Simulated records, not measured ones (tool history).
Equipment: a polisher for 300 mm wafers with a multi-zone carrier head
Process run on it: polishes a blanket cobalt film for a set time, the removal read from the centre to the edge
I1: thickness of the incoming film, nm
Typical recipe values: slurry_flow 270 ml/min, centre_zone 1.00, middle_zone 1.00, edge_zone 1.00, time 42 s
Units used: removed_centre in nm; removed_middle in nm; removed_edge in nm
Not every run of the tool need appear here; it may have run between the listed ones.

{"run": 1, "day": 0.0, "slurry_flow": 270, "centre_zone": 1.0, "middle_zone": 1.0, "edge_zone": 1.0, "time": 42, "I1": 1480.6, "removed_centre": 147.8, "removed_middle": 150.9, "removed_edge": 150.0}
{"day": 2.242, "done": "slurry nozzle cleaned"}
{"run": 2, "day": 3.35, "slurry_flow": 270, "centre_zone": 1.0, "middle_zone": 1.0, "edge_zone": 1.0, "time": 42, "I1": 1508.3, "removed_centre": 151.3, "removed_middle": 150.9, "removed_edge": 152.2}
{"run": 3, "day": 6.267, "slurry_flow": 270, "centre_zone": 1.0, "middle_zone": 1.0, "edge_zone": 1.0, "time": 42, "I1": 1501.5, "removed_centre": 148.2, "removed_middle": 153.1, "removed_edge": 152.2}
{"day": 6.812, "done": "worn pad replaced by a new one"}
{"run": 4, "day": 7.792, "slurry_flow": 270, "centre_zone": 1.0, "middle_zone": 1.0, "edge_zone": 1.0, "time": 42, "I1": 1483.3, "removed_centre": 146.6, "removed_middle": 150.5, "removed_edge": 153.5}
{"day": 9.375, "done": "carrier head's membrane replaced by a new one"}
{"run": 5, "day": 10.95, "slurry_flow": 270, "centre_zone": 1.0, "middle_zone": 1.0, "edge_zone": 1.0, "time": 42, "I1": 1474.2, "removed_centre": 151.4, "removed_middle": 151.0, "removed_edge": 150.4}
{"run": 6, "day": 14.754, "slurry_flow": 270, "centre_zone": 1.0, "middle_zone": 1.0, "edge_zone": 1.0, "time": 42, "I1": 1515.4, "removed_centre": 150.6, "removed_middle": 151.3, "removed_edge": 153.6}
{"day": 15.408, "done": "edge zone pressure recalibrated"}
{"run": 7, "day": 17.188, "slurry_flow": 270, "centre_zone": 1.0, "middle_zone": 1.0, "edge_zone": 1.0, "time": 42, "I1": 1488.4, "removed_centre": 149.1, "removed_middle": 151.5, "removed_edge": 152.7}
{"day": 17.733, "done": "slurry nozzle cleaned"}
{"run": 8, "day": 19.862, "slurry_flow": 270, "centre_zone": 1.0, "middle_zone": 1.0, "edge_zone": 1.0, "time": 42, "I1": 1467.2, "removed_centre": 150.5, "removed_middle": 151.0, "removed_edge": 151.6}
{"day": 20.979, "done": "worn pad replaced by a new one"}
{"run": 9, "day": 22.688, "slurry_flow": 270, "centre_zone": 1.0, "middle_zone": 1.0, "edge_zone": 1.0, "time": 42, "I1": 1488.0, "removed_centre": 147.7, "removed_middle": 152.2, "removed_edge": 151.7}
{"run": 10, "day": 27.108, "slurry_flow": 270, "centre_zone": 1.05, "middle_zone": 1.0, "edge_zone": 1.07, "time": 42, "I1": 1479.9, "removed_centre": 160.1, "removed_middle": 149.5, "removed_edge": 158.2}
{"day": 27.571, "done": "centre zone pressure recalibrated"}
{"day": 30.254, "done": "carrier head's membrane replaced by a new one"}
{"day": 30.408, "done": "slurry nozzle cleaned"}
{"run": 11, "day": 30.933, "slurry_flow": 270, "centre_zone": 1.12, "middle_zone": 0.94, "edge_zone": 0.97, "time": 28, "I1": 1489.3, "removed_centre": 113.0, "removed_middle": 96.3, "removed_edge": 100.3}
{"day": 32.958, "done": "edge zone pressure recalibrated"}
{"run": 12, "day": 32.979, "slurry_flow": 340, "centre_zone": 1.0, "middle_zone": 1.0, "edge_zone": 1.0, "time": 55, "I1": 1510.7, "removed_centre": 199.8, "removed_middle": 202.2, "removed_edge": 202.1}
{"day": 36.1, "done": "worn pad replaced by a new one"}
{"run": 13, "day": 36.562, "slurry_flow": 270, "centre_zone": 1.0, "middle_zone": 1.0, "edge_zone": 0.9, "time": 42, "I1": 1492.4, "removed_centre": 149.9, "removed_middle": 151.6, "removed_edge": 146.7}
{"run": 14, "day": 40.725, "slurry_flow": 195, "centre_zone": 1.0, "middle_zone": 1.0, "edge_zone": 1.0, "time": 42, "I1": 1493.0, "removed_centre": 143.3, "removed_middle": 147.3, "removed_edge": 148.2}
{"run": 15, "day": 43.254, "slurry_flow": 270, "centre_zone": 1.0, "middle_zone": 1.0, "edge_zone": 0.92, "time": 55, "I1": 1505.1, "removed_centre": 195.5, "removed_middle": 198.2, "removed_edge": 192.6}
{"day": 45.662, "done": "slurry nozzle cleaned"}
{"run": 16, "day": 46.867, "slurry_flow": 270, "centre_zone": 1.08, "middle_zone": 1.04, "edge_zone": 1.0, "time": 50, "I1": 1487.7, "removed_centre": 191.9, "removed_middle": 186.3, "removed_edge": 180.6}
{"day": 48.45, "done": "worn pad replaced by a new one"}
{"run": 17, "day": 50.258, "slurry_flow": 270, "centre_zone": 1.0, "middle_zone": 1.0, "edge_zone": 1.0, "time": 42, "I1": 1496.4, "removed_centre": 150.3, "removed_middle": 150.8, "removed_edge": 151.6}
{"day": 50.808, "done": "centre zone pressure recalibrated"}
{"run": 18, "day": 51.967, "slurry_flow": 190, "centre_zone": 1.11, "middle_zone": 1.03, "edge_zone": 1.0, "time": 31, "I1": 1483.1, "removed_centre": 118.9, "removed_middle": 109.1, "removed_edge": 109.8}
{"day": 52.167, "done": "edge zone pressure recalibrated"}
{"day": 52.858, "done": "carrier head's membrane replaced by a new one"}
{"run": 19, "day": 54.779, "slurry_flow": 270, "centre_zone": 1.0, "middle_zone": 1.0, "edge_zone": 1.0, "time": 42, "I1": 1483.9, "removed_centre": 146.7, "removed_middle": 151.3, "removed_edge": 151.7}
{"run": 20, "day": 57.392, "slurry_flow": 270, "centre_zone": 1.0, "middle_zone": 1.0, "edge_zone": 1.0, "time": 42, "I1": 1508.3, "removed_centre": 148.5, "removed_middle": 151.6, "removed_edge": 151.4}
{"run": 21, "day": 60.375, "slurry_flow": 315, "centre_zone": 1.09, "middle_zone": 0.94, "edge_zone": 1.0, "time": 37, "I1": 1511.6, "removed_centre": 144.6, "removed_middle": 129.0, "removed_edge": 135.1}

Exercise: give the hidden state of the tool at every run:
removal rate lost through wear of the pad, %: 0 across all the runs
slurry flow missing at the pad, %: 0 across all the runs
deviation of the centre zone's pressure from its setpoint, %: 0 across all the runs
deviation of the edge zone's pressure from its setpoint, %: 0 across all the runs
